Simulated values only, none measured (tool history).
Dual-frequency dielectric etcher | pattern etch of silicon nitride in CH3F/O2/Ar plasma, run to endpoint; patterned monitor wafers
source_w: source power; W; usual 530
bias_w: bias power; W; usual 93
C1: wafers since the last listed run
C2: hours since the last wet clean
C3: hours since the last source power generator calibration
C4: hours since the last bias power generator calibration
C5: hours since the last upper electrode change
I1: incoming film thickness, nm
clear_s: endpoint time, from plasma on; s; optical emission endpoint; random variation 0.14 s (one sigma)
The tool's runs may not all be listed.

{"run": 1, "day": 0.0, "source_w": 590, "bias_w": 93, "C1": 0, "C2": 519, "C3": 2417.6, "C4": 2750.5, "C5": 1600.6, "I1": 35.18, "clear_s": 33.3}
{"run": 2, "day": 2.721, "source_w": 590, "bias_w": 93, "C1": 470, "C2": 584.3, "C3": 2482.9, "C4": 2815.8, "C5": 1665.9, "I1": 35.31, "clear_s": 33.4}
{"day": 4.208, "done": "wet clean of the chamber"}
{"run": 3, "day": 4.229, "source_w": 530, "bias_w": 93, "C1": 87, "C2": 0.5, "C3": 2519.1, "C4": 2852, "C5": 1702.1, "I1": 35.5, "clear_s": 35.6}
{"run": 4, "day": 4.979, "source_w": 530, "bias_w": 109, "C1": 129, "C2": 18.5, "C3": 2537.1, "C4": 2870, "C5": 1720.1, "I1": 35.25, "clear_s": 33}
{"run": 5, "day": 6.933, "source_w": 530, "bias_w": 93, "C1": 338, "C2": 65.4, "C3": 2584, "C4": 2916.9, "C5": 1767, "I1": 36.03, "clear_s": 35.9}
{"run": 6, "day": 8.025, "source_w": 530, "bias_w": 93, "C1": 188, "C2": 91.6, "C3": 2610.2, "C4": 2943.1, "C5": 1793.2, "I1": 35.48, "clear_s": 35.5}
{"run": 7, "day": 10.4, "source_w": 530, "bias_w": 93, "C1": 410, "C2": 148.6, "C3": 2667.2, "C4": 3000.1, "C5": 1850.2, "I1": 35.43, "clear_s": 35.3}
{"day": 12.396, "done": "source power generator calibrated"}
{"run": 8, "day": 12.938, "source_w": 530, "bias_w": 93, "C1": 410, "C2": 209.5, "C3": 13, "C4": 3061, "C5": 1911.1, "I1": 35.17, "clear_s": 37}
{"run": 9, "day": 15.538, "source_w": 530, "bias_w": 86, "C1": 449, "C2": 271.9, "C3": 75.4, "C4": 3123.4, "C5": 1973.5, "I1": 35.27, "clear_s": 38.4}
{"day": 17.312, "done": "bias power generator calibrated"}
{"run": 10, "day": 18.075, "source_w": 530, "bias_w": 93, "C1": 410, "C2": 332.8, "C3": 136.3, "C4": 18.3, "C5": 2034.4, "I1": 34.91, "clear_s": 36.4}
{"run": 11, "day": 20.554, "source_w": 480, "bias_w": 98, "C1": 428, "C2": 392.3, "C3": 195.8, "C4": 77.8, "C5": 2093.9, "I1": 35.6, "clear_s": 38.2}
{"day": 24.054, "done": "wet clean of the chamber"}
{"run": 12, "day": 24.075, "source_w": 480, "bias_w": 98, "C1": 436, "C2": 0.5, "C3": 280.3, "C4": 162.3, "C5": 2178.4, "I1": 35.08, "clear_s": 37.6}
{"run": 13, "day": 25.596, "source_w": 480, "bias_w": 98, "C1": 263, "C2": 37, "C3": 316.8, "C4": 198.8, "C5": 2214.9, "I1": 35.46, "clear_s": 38.4}
{"run": 14, "day": 28.138, "source_w": 570, "bias_w": 102, "C1": 439, "C2": 98, "C3": 377.8, "C4": 259.8, "C5": 2275.9, "I1": 35.44, "clear_s": 34}
{"day": 29.083, "done": "source power generator calibrated, repeated, since the last time left the tool worse"}
{"run": 15, "day": 30.304, "source_w": 460, "bias_w": 104, "C1": 346, "C2": 150, "C3": 29.3, "C4": 311.8, "C5": 2327.9, "I1": 35.19, "clear_s": 36.7}
{"run": 16, "day": 31.583, "source_w": 640, "bias_w": 106, "C1": 221, "C2": 180.7, "C3": 60, "C4": 342.5, "C5": 2358.6, "I1": 35.4, "clear_s": 31}
{"run": 17, "day": 32.7, "source_w": 530, "bias_w": 93, "C1": 193, "C2": 207.5, "C3": 86.8, "C4": 369.3, "C5": 2385.4, "I1": 35.46, "clear_s": 36}
{"run": 18, "day": 34.767, "source_w": 490, "bias_w": 93, "C1": 357, "C2": 257.1, "C3": 136.4, "C4": 418.9, "C5": 2435, "I1": 35.43, "clear_s": 37.6}
{"run": 19, "day": 37.104, "source_w": 490, "bias_w": 106, "C1": 404, "C2": 313.2, "C3": 192.5, "C4": 475, "C5": 2491.1, "I1": 35.28, "clear_s": 35.3}
{"run": 20, "day": 39.029, "source_w": 530, "bias_w": 84, "C1": 333, "C2": 359.4, "C3": 238.7, "C4": 521.2, "C5": 2537.3, "I1": 35.49, "clear_s": 37.6}
{"run": 21, "day": 41.842, "source_w": 530, "bias_w": 109, "C1": 486, "C2": 426.9, "C3": 306.2, "C4": 588.7, "C5": 2604.8, "I1": 35.79, "clear_s": 33.7}
{"run": 22, "day": 43.496, "source_w": 440, "bias_w": 75, "C1": 286, "C2": 466.6, "C3": 345.9, "C4": 628.4, "C5": 2644.5, "I1": 35.19, "clear_s": 43.6}
{"day": 44.95, "done": "wet clean of the chamber"}
{"day": 45.571, "done": "upper electrode replaced"}
{"run": 23, "day": 45.592, "source_w": 450, "bias_w": 93, "C1": 81, "C2": 15.4, "C3": 396.2, "C4": 678.7, "C5": 0.5, "I1": 35.19, "clear_s": 38.8}
{"run": 24, "day": 47.021, "source_w": 470, "bias_w": 93, "C1": 247, "C2": 49.7, "C3": 430.5, "C4": 713, "C5": 34.8, "I1": 35.51, "clear_s": 38.4}

The next listed run, before its measurement:
{"run": 25, "day": 48.425, "source_w": 430, "bias_w": 110, "C1": 242, "C2": 83.4, "C3": 464.2, "C4": 746.7, "C5": 68.5, "I1": 35.43, "clear_s": "?"}

Run 25 gave clear_s 37 s.
Without the tool's hidden state the same run would have given clear_s 37.1 s.
